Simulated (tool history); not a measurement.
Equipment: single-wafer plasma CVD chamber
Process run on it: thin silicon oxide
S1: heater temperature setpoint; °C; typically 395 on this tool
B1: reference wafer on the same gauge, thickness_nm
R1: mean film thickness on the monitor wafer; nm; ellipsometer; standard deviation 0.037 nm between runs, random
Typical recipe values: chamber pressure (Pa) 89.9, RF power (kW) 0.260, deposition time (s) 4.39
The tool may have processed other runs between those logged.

{"run": 1, "hour": 0.0, "S1": 395, "chamber pressure (Pa)": 89.9, "RF power (kW)": 0.26, "deposition time (s)": 4.39, "B1": 7.641, "R1": 6.223}
{"run": 2, "hour": 52.2, "S1": 395, "chamber pressure (Pa)": 89.9, "RF power (kW)": 0.26, "deposition time (s)": 4.39, "B1": 7.639, "R1": 6.201}
{"hour": 98.9, "done": "capacitance manometer re-zeroed and calibrated"}
{"run": 3, "hour": 110.2, "S1": 395, "chamber pressure (Pa)": 89.9, "RF power (kW)": 0.26, "deposition time (s)": 4.39, "B1": 7.646, "R1": 6.609}
{"run": 4, "hour": 178.6, "S1": 395, "chamber pressure (Pa)": 95.3, "RF power (kW)": 0.26, "deposition time (s)": 4.39, "B1": 7.632, "R1": 7.004}
{"run": 5, "hour": 236.2, "S1": 395, "chamber pressure (Pa)": 89.9, "RF power (kW)": 0.26, "deposition time (s)": 4.39, "B1": 7.642, "R1": 6.477}
{"run": 6, "hour": 295.5, "S1": 395, "chamber pressure (Pa)": 89.9, "RF power (kW)": 0.26, "deposition time (s)": 4.39, "B1": 7.647, "R1": 6.47}
{"hour": 341.8, "done": "thermocouple changed; heater temperature recalibrated"}
{"run": 7, "hour": 360.3, "S1": 395, "chamber pressure (Pa)": 89.9, "RF power (kW)": 0.26, "deposition time (s)": 4.39, "B1": 7.635, "R1": 6.42}
{"run": 8, "hour": 417.2, "S1": 395, "chamber pressure (Pa)": 78.1, "RF power (kW)": 0.305, "deposition time (s)": 4.39, "B1": 7.639, "R1": 6.07}
{"run": 9, "hour": 463.1, "S1": 395, "chamber pressure (Pa)": 106.8, "RF power (kW)": 0.295, "deposition time (s)": 3.82, "B1": 7.628, "R1": 6.947}
{"run": 10, "hour": 534.8, "S1": 409, "chamber pressure (Pa)": 89.9, "RF power (kW)": 0.295, "deposition time (s)": 4.74, "B1": 7.641, "R1": 7.289}
{"run": 11, "hour": 572.5, "S1": 395, "chamber pressure (Pa)": 89.9, "RF power (kW)": 0.26, "deposition time (s)": 4.39, "B1": 7.645, "R1": 6.255}
{"run": 12, "hour": 613.5, "S1": 382, "chamber pressure (Pa)": 111.5, "RF power (kW)": 0.295, "deposition time (s)": 4.39, "B1": 7.645, "R1": 8.363}
{"run": 13, "hour": 645.3, "S1": 395, "chamber pressure (Pa)": 89.9, "RF power (kW)": 0.26, "deposition time (s)": 4.39, "B1": 7.63, "R1": 6.256}
{"hour": 652.6, "done": "gauge calibrated"}
{"run": 14, "hour": 680.2, "S1": 395, "chamber pressure (Pa)": 89.9, "RF power (kW)": 0.26, "deposition time (s)": 4.39, "B1": 7.628, "R1": 6.263}
{"run": 15, "hour": 721.7, "S1": 395, "chamber pressure (Pa)": 89.9, "RF power (kW)": 0.26, "deposition time (s)": 4.39, "B1": 7.638, "R1": 6.21}
{"run": 16, "hour": 767.3, "S1": 395, "chamber pressure (Pa)": 89.9, "RF power (kW)": 0.26, "deposition time (s)": 4.39, "B1": 7.644, "R1": 6.227}
{"run": 17, "hour": 834.0, "S1": 384, "chamber pressure (Pa)": 68.9, "RF power (kW)": 0.225, "deposition time (s)": 4.39, "B1": 7.655, "R1": 4.378}
{"run": 18, "hour": 871.3, "S1": 395, "chamber pressure (Pa)": 89.9, "RF power (kW)": 0.26, "deposition time (s)": 4.39, "B1": 7.639, "R1": 6.156}
{"run": 19, "hour": 933.1, "S1": 395, "chamber pressure (Pa)": 89.9, "RF power (kW)": 0.225, "deposition time (s)": 4.39, "B1": 7.639, "R1": 5.638}
{"run": 20, "hour": 958.8, "S1": 395, "chamber pressure (Pa)": 89.9, "RF power (kW)": 0.26, "deposition time (s)": 4.39, "B1": 7.645, "R1": 6.152}
{"run": 21, "hour": 1020.7, "S1": 395, "chamber pressure (Pa)": 102.4, "RF power (kW)": 0.26, "deposition time (s)": 4.39, "B1": 7.648, "R1": 6.933}
{"run": 22, "hour": 1055.2, "S1": 395, "chamber pressure (Pa)": 69.6, "RF power (kW)": 0.26, "deposition time (s)": 4.8, "B1": 7.645, "R1": 5.184}
{"run": 23, "hour": 1097.6, "S1": 383, "chamber pressure (Pa)": 80.3, "RF power (kW)": 0.26, "deposition time (s)": 4.39, "B1": 7.639, "R1": 5.538}
{"run": 24, "hour": 1158.3, "S1": 383, "chamber pressure (Pa)": 68.9, "RF power (kW)": 0.3, "deposition time (s)": 4.39, "B1": 7.637, "R1": 5.09}
{"run": 25, "hour": 1189.9, "S1": 406, "chamber pressure (Pa)": 82.1, "RF power (kW)": 0.285, "deposition time (s)": 4.39, "B1": 7.637, "R1": 5.754}
{"hour": 1202.9, "done": "RF generator calibrated"}
{"run": 26, "hour": 1261.1, "S1": 395, "chamber pressure (Pa)": 105.7, "RF power (kW)": 0.26, "deposition time (s)": 3.75, "B1": 7.645, "R1": 6.273}
{"run": 27, "hour": 1320.4, "S1": 402, "chamber pressure (Pa)": 106.5, "RF power (kW)": 0.305, "deposition time (s)": 5.18, "B1": 7.637, "R1": 9.448}
{"run": 28, "hour": 1380.5, "S1": 383, "chamber pressure (Pa)": 89.9, "RF power (kW)": 0.275, "deposition time (s)": 4.39, "B1": 7.633, "R1": 6.429}

Subtracting, for every run, the result it would have given without the tool's unlogged condition from the measured result gives the following. The same run-to-run variation enters both numbers; the gauge's scatter may not:
What the log doesn't record here: wafer temperature above the value expected at the setpoint (K); delivered RF power above the setpoint (%); true pressure above the setpoint (%); gauge reads high (%).
run=1 R1=-0.429
run=2 R1=-0.439
run=3 R1=-0.043
run=4 R1=-0.108
run=5 R1=-0.148
run=6 R1=-0.193
run=7 R1=-0.237
run=8 R1=-0.250
run=9 R1=-0.292
run=10 R1=-0.379
run=11 R1=-0.352
run=12 R1=-0.446
run=13 R1=-0.388
run=14 R1=-0.405
run=15 R1=-0.420
run=16 R1=-0.441
run=17 R1=-0.349
run=18 R1=-0.478
run=19 R1=-0.475
run=20 R1=-0.509
run=21 R1=-0.572
run=22 R1=-0.468
run=23 R1=-0.501
run=24 R1=-0.469
run=25 R1=-0.533
run=26 R1=-0.379
run=27 R1=-0.578
run=28 R1=-0.460
